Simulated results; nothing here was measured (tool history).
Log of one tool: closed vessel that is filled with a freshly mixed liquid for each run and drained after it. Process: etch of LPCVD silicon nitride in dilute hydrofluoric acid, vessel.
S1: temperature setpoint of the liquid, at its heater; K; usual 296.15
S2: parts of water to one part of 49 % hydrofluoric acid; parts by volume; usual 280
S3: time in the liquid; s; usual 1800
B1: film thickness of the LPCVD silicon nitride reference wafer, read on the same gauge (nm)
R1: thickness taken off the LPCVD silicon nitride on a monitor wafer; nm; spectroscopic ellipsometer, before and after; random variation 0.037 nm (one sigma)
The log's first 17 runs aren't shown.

| run | hour | S1 | S2 | S3 | B1 | R1 |
|---|---|---|---|---|---|---|
| 18 | 958.3 | 296.15 | 325 | 905 | 59.448 | 1.335 |
| 19 | 1015.3 | 294.15 | 220 | 800 | 59.334 | 1.557 |
| 20 | 1046.8 | 294.15 | 280 | 1800 | 59.359 | 2.73 |
| 21 | 1106.1 | 300.15 | 280 | 2155 | 59.333 | 4.766 |
| 22 | 1163.1 | 299.65 | 155 | 1440 | 59.306 | 5.515 |
|  | 1168.5 | hydrofluoric acid flow meter replaced |
| 23 | 1219.1 | 293.65 | 335 | 2215 | 59.257 | 2.755 |
| 24 | 1255.7 | 292.65 | 345 | 780 | 59.193 | 0.867 |
| 25 | 1327.4 | 296.15 | 280 | 1800 | 59.103 | 3.118 |
| 26 | 1385.1 | 299.65 | 355 | 1800 | 59.043 | 3.004 |
| 27 | 1445.2 | 300.65 | 175 | 2255 | 58.952 | 8.171 |
| 28 | 1471.7 | 296.15 | 385 | 2530 | 58.926 | 3.186 |
| 29 | 1541.8 | 292.65 | 340 | 1010 | 58.767 | 1.122 |
| 30 | 1588.8 | 296.15 | 280 | 1800 | 58.709 | 3.043 |
| 31 | 1621.1 | 298.65 | 280 | 1800 | 58.625 | 3.491 |
| 32 | 1687.9 | 296.15 | 190 | 2385 | 58.45 | 5.932 |
| 33 | 1754.5 | 296.15 | 280 | 1800 | 58.303 | 2.978 |

Forecast each of these 3 alternatives for the next run:
| A | 1755.7 | 296.15 | 280 | 1800 | ? | ? |
| B | 1755.7 | 298.15 | 230 | 1500 | ? | ? |
| C | 1755.7 | 299.15 | 145 | 1800 | ? | ? |

| run | B1 | R1 |
|---|---|---|
| A | 58.324 | 3.032 |
| B | 58.324 | 3.475 |
| C | 58.324 | 7.033 |
Without the tool's hidden state the same runs would have given:
| run | R1 |
|---|---|
| A | 3.12 |
| B | 3.576 |
| C | 7.237 |
